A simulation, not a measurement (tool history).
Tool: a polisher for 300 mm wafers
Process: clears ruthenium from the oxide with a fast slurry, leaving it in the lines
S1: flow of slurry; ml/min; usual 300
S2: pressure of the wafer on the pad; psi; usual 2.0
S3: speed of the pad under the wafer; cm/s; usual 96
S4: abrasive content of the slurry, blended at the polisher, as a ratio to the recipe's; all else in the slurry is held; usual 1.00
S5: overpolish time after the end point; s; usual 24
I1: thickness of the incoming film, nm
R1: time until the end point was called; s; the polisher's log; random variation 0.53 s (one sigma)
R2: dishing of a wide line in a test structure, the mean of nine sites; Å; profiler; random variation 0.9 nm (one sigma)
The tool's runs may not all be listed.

run,day,S1,S2,S3,S4,S5,I1,R1,R2
1,0.000,300,2.0,110,1.00,24,186.0,59.3,532
# day 0.471: worn pad replaced by a new one
# day 1.538: slurry nozzle cleaned
2,1.858,300,2.0,96,1.00,24,188.3,66.8,475
3,3.229,300,2.0,96,1.00,24,190.5,67.2,480
4,5.258,300,2.0,96,1.00,24,192.3,68.8,474
5,7.133,300,2.0,96,1.00,24,189.7,69.2,465
# day 7.983: slurry blender recalibrated
6,8.312,300,2.2,96,1.00,24,190.4,61.3,519
# day 16.079: head pressure recalibrated
7,16.979,300,2.0,96,1.00,24,190.1,62.4,503
# day 18.288: worn pad replaced by a new one
8,19.325,300,2.0,96,1.00,24,193.1,64.1,504
# day 19.842: slurry nozzle cleaned
9,22.025,300,2.0,96,1.00,24,192.3,64.0,501
10,23.950,300,2.0,96,1.00,24,190.4,65.1,494
11,26.775,335,2.0,112,1.00,24,188.7,56.4,560
# day 28.904: slurry blender recalibrated
12,29.542,300,2.0,116,0.80,24,190.1,58.1,539
13,30.912,300,2.0,96,0.75,37,191.3,71.2,657
14,33.654,300,2.0,116,0.80,24,190.7,59.3,554
# day 34.471: worn pad replaced by a new one
15,36.112,300,2.4,96,1.00,24,191.3,54.0,556
# day 37.762: slurry nozzle cleaned
16,38.596,375,2.0,96,0.75,24,189.6,71.4,449
17,39.667,300,2.5,118,0.90,24,192.1,46.8,643
18,41.788,300,2.0,96,1.00,24,190.0,65.7,488
19,44.412,270,1.4,66,1.00,24,190.0,129.0,273
# day 47.004: slurry blender recalibrated
20,47.138,210,2.4,96,1.00,36,190.7,54.2,757
# day 48.662: worn pad replaced by a new one
21,48.729,300,1.5,130,0.70,36,188.2,76.4,586
22,51.596,195,1.4,96,1.00,18,192.5,98.5,266
# day 53.100: slurry nozzle cleaned
23,56.425,300,1.6,124,1.00,24,188.7,67.1,480
24,58.854,205,2.0,96,1.00,24,187.6,68.1,475
25,60.438,300,1.3,96,1.25,30,188.6,94.7,439
26,61.717,300,2.0,96,1.00,24,189.3,68.6,471
27,63.642,300,2.6,96,1.20,24,189.5,48.4,626
28,65.154,300,1.6,86,1.00,24,188.6,93.8,361

4 ways to go on from here, each from the tool as it stands after run 28. What would each give?
A,65.171,300,2.0,62,1.00,24,189.6,?,?
B,65.171,200,2.0,76,1.15,24,189.6,?,?
C,65.171,350,2.4,118,1.00,24,189.6,?,?
D,65.171,300,2.0,118,1.00,17,189.6,?,?

run,R1,R2
A,98.6,355
B,81.3,419
C,47.9,645
D,58.0,417
Without the tool's hidden state the same runs would have given:
run,R1,R2
A,85.7,401
B,70.9,471
C,41.6,716
D,50.4,469
